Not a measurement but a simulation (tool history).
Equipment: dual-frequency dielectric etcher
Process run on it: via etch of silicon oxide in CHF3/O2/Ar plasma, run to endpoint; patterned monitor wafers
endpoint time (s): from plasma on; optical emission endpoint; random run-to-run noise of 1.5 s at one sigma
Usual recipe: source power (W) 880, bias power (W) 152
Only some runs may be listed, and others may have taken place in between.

run    hour  source power (W)  bias power (W)  wafers since the last listed run  hours since the last wet clean  hours since the last source power generator calibration  hours since the last bias power generator calibration  hours since the last upper electrode change  incoming incoming film thickness, nm  endpoint time (s)
  1       0               880             161                                 0                           344.8                                                   1574.1                                                 2804.5                                       1878.8                                 451.3              212.7
  2    70.7               760             139                               347                           415.5                                                   1644.8                                                 2875.2                                       1949.5                                 454.3              235.4
  3   116.7               880             152                               226                           461.5                                                   1690.8                                                 2921.2                                       1995.5                                 451.9              214.2
  4   160.1               880             152                               213                           504.9                                                   1734.2                                                 2964.6                                       2038.9                                 453.2              215.5
  5   213.1               880             131                               260                           557.9                                                   1787.2                                                 3017.6                                       2091.9                                 454.6              220.6
      239.3  -- wet clean of the chamber
  6   297.1               880             152                               294                            57.8                                                   1871.2                                                 3101.6                                       2175.9                                 452.5              222.5
  7   321.2               880             152                               118                            81.9                                                   1895.3                                                 3125.7                                         2200                                 453.2              221.6
  8   356.1               880             152                               171                           116.8                                                   1930.2                                                 3160.6                                       2234.9                                 451.6              217.5
  9   411.5               880             182                               272                           172.2                                                   1985.6                                                   3216                                       2290.3                                   456              211.7
 10   459.3               880             182                               235                             220                                                   2033.4                                                 3263.8                                       2338.1                                 454.1              206.8
 11   489.7               980             152                               149                           250.4                                                   2063.8                                                 3294.2                                       2368.5                                 458.3              209.2
 12   550.4               880             152                               298                           311.1                                                   2124.5                                                 3354.9                                       2429.2                                 450.4              217.4
 13   577.5               740             166                               133                           338.2                                                   2151.6                                                   3382                                       2456.3                                   450              231.2
 14   611.5               880             132                               167                           372.2                                                   2185.6                                                   3416                                       2490.3                                 453.1              220.7
 15   667.7              1070             120                               276                           428.4                                                   2241.8                                                 3472.2                                       2546.5                                 453.9              206.3
 16   719.4               880             136                               254                           480.1                                                   2293.5                                                 3523.9                                       2598.2                                 451.4              216.9
      742.3  -- bias power generator calibrated
 17   754.8              1050             182                               154                           515.5                                                   2328.9                                                   12.5                                       2633.6                                 451.6              185.5
 18   782.8               880             152                               137                           543.5                                                   2356.9                                                   40.5                                       2661.6                                 455.9                212
      819.8  -- upper electrode replaced, of another model than before
 19   820.3              1050             182                                66                             581                                                   2394.4                                                     78                                          0.5                                 450.8              176.6
      834.2  -- source power generator calibrated
      844.6  -- wet clean of the chamber
 20   880.4               730             142                               224                            35.8                                                     46.2                                                  138.1                                         60.6                                 451.4              259.5
 21   921.3               980             164                               201                            76.7                                                     87.1                                                    179                                        101.5                                 452.7              198.1
 22   975.9               880             152                               268                           131.3                                                    141.7                                                  233.6                                        156.1                                 451.5              217.6
 23  1039.8               750             173                               314                           195.2                                                    205.6                                                  297.5                                          220                                 453.8              233.3
 24  1092.5               880             152                               259                           247.9                                                    258.3                                                  350.2                                        272.7                                 450.2              215.1
 25  1133.3              1040             117                               200                           288.7                                                    299.1                                                    391                                        313.5                                 452.4              213.6

Branching from run 25: 5 alternative next runs. What would each branch give?
  A  1133.8               880             152                                 2                           289.2                                                    299.6                                                  391.5                                          314                                 450.6                  ?
  B  1133.8              1050             121                                 2                           289.2                                                    299.6                                                  391.5                                          314                                 450.6                  ?
  C  1133.8              1010             134                                 2                           289.2                                                    299.6                                                  391.5                                          314                                 450.6                  ?
  D  1133.8               700             189                                 2                           289.2                                                    299.6                                                  391.5                                          314                                 450.6                  ?
  E  1133.8               670             125                                 2                           289.2                                                    299.6                                                  391.5                                          314                                 450.6                  ?

run  endpoint time (s)
  A              213.5
  B              206.2
  C              204.1
  D              232.8
  E              280.7
Take away the tool's hidden state, keep each run's random variation, and the runs would have read:
run  endpoint time (s)
  A              218.8
  B              211.4
  C              209.2
  D              238.6
  E              287.7

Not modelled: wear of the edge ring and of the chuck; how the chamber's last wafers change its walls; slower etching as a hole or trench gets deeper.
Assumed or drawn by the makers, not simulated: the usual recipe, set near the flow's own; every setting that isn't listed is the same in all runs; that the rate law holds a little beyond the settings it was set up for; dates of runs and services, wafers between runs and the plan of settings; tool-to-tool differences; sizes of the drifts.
